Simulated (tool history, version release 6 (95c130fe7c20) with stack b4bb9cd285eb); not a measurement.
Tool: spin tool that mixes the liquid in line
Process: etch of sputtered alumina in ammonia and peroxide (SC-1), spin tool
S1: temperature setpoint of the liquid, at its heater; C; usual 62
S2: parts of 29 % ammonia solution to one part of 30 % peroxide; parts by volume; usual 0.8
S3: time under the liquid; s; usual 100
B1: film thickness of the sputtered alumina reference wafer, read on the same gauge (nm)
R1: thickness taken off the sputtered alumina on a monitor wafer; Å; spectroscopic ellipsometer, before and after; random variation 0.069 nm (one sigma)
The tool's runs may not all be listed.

run	day	S1	S2	S3	B1	R1
1	0	62	0.8	100	39.98	120.9
2	2.408	62	0.8	100	40.01	119.1
3	3.421	62	0.8	100	40.01	119.2
# day 4.408: gauge calibrated
4	4.488	66	0.8	70	39.97	101.8
5	5.55	62	0.8	100	39.97	120.7
# day 5.604: ammonia flow meter replaced
6	7.904	57	0.7	135	40	122.5
7	9.258	62	0.8	100	40.03	120.2
8	9.838	62	0.8	100	39.98	120.7
# day 10.133: new drum of ammonia solution connected
9	10.492	62	0.8	100	40	120.7
10	11.054	62	0.8	100	39.98	121.2
11	11.662	55	0.8	100	39.99	83.7
12	12.8	59	0.5	70	40.03	68.8
13	13.592	62	0.6	125	39.98	147
14	14.246	62	0.8	100	40.03	119.6
15	15.629	62	1.15	100	40.01	125.2
# day 16.254: heated supply line repaired
16	16.733	62	1.05	100	40.03	123
17	17.742	62	0.8	100	40.02	120.6
18	19.067	62	0.4	130	40	145.5
19	19.942	62	1.1	55	40.02	67.1
20	21.238	52.5	1.05	100	40.03	75.1
21	22.1	67.5	0.6	70	40.01	107.7
22	22.796	62	0.8	100	39.99	119.8
23	23.796	62	0.8	100	40.04	120.1
24	25.242	62	0.45	100	40.01	114.1
25	26.142	66	1.05	45	40	67.4

What the log doesn't show, run by run:
liquid hotter than its thermometer reads (K): 0 in every run
ammonia flow above the setpoint (%): 0 in every run
temperature lost on the way to the wafer (K): 0 in every run
ammonia solution weaker than its label (%): 0 in every run
gauge reads high (%): 0 in every run

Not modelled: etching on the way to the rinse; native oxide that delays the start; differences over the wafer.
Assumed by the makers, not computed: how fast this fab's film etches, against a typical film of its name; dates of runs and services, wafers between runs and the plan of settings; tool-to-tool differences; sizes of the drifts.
